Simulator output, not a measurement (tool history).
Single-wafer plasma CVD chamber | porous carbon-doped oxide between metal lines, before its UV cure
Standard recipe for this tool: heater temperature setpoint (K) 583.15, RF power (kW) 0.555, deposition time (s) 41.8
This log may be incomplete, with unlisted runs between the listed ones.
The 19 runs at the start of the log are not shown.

run   hour  heater temperature setpoint (K)  RF power (kW)  deposition time (s)  read-back reference wafer on the same gauge, thickness_nm  mean film thickness on the monitor wafer (Å)
 20  446.6                           594.15          0.635                 48.6                                                    227.698                                       2452.29
 21  460.3                           583.15          0.555                 41.8                                                    227.861                                       2096.78
 22  483.7                           593.15           0.66                 35.5                                                    228.004                                       1842.92
 23  513.5                           583.15          0.555                 41.8                                                    227.384                                       2076.01
 24  529.3                           583.15          0.555                 41.8                                                    228.131                                       2080.95
 25  556.9                           583.15          0.605                 41.8                                                    227.941                                        2179.5
 26  573.2                           583.15          0.555                 41.8                                                    227.952                                       2086.55
 27  608.9                           574.15           0.48                 46.2                                                    228.005                                       2252.71
 28  628.9                           568.15           0.46                 47.2                                                    227.917                                          2335
 29  643.3                           583.15            0.5                 35.4                                                    227.822                                        1686.2
 30  666.7                           583.15          0.555                 46.4                                                    228.256                                       2312.88
 31  702.2                           578.15          0.555                 46.3                                                    228.641                                       2382.09
 32  716.5                           588.15          0.455                 41.8                                                    227.615                                       1807.99
 33  736.8                           590.15          0.555                 47.5                                                     228.01                                       2227.44
 34  758.4                           583.15          0.555                 41.8                                                    228.414                                       2069.43

Predict each of these 4 candidate next runs independently; none follows another, all start after run 34:
  A  758.8                           583.15          0.555                 41.8                                                          ?                                             ?
  B  758.8                           583.15           0.59                 45.9                                                          ?                                             ?
  C  758.8                           583.15          0.555                 33.7                                                          ?                                             ?
  D  758.8                           574.15          0.625                 41.8                                                          ?                                             ?

run  read-back reference wafer on the same gauge, thickness_nm  mean film thickness on the monitor wafer (Å)
  A                                                    227.539                                       2083.08
  B                                                    227.539                                       2359.14
  C                                                    227.539                                       1688.85
  D                                                    227.539                                       2350.54
Without the tool's unlogged condition, the same runs would have read:
run  mean film thickness on the monitor wafer (Å)
  A                                       2148.68
  B                                       2432.16
  C                                       1742.03
  D                                        2423.3
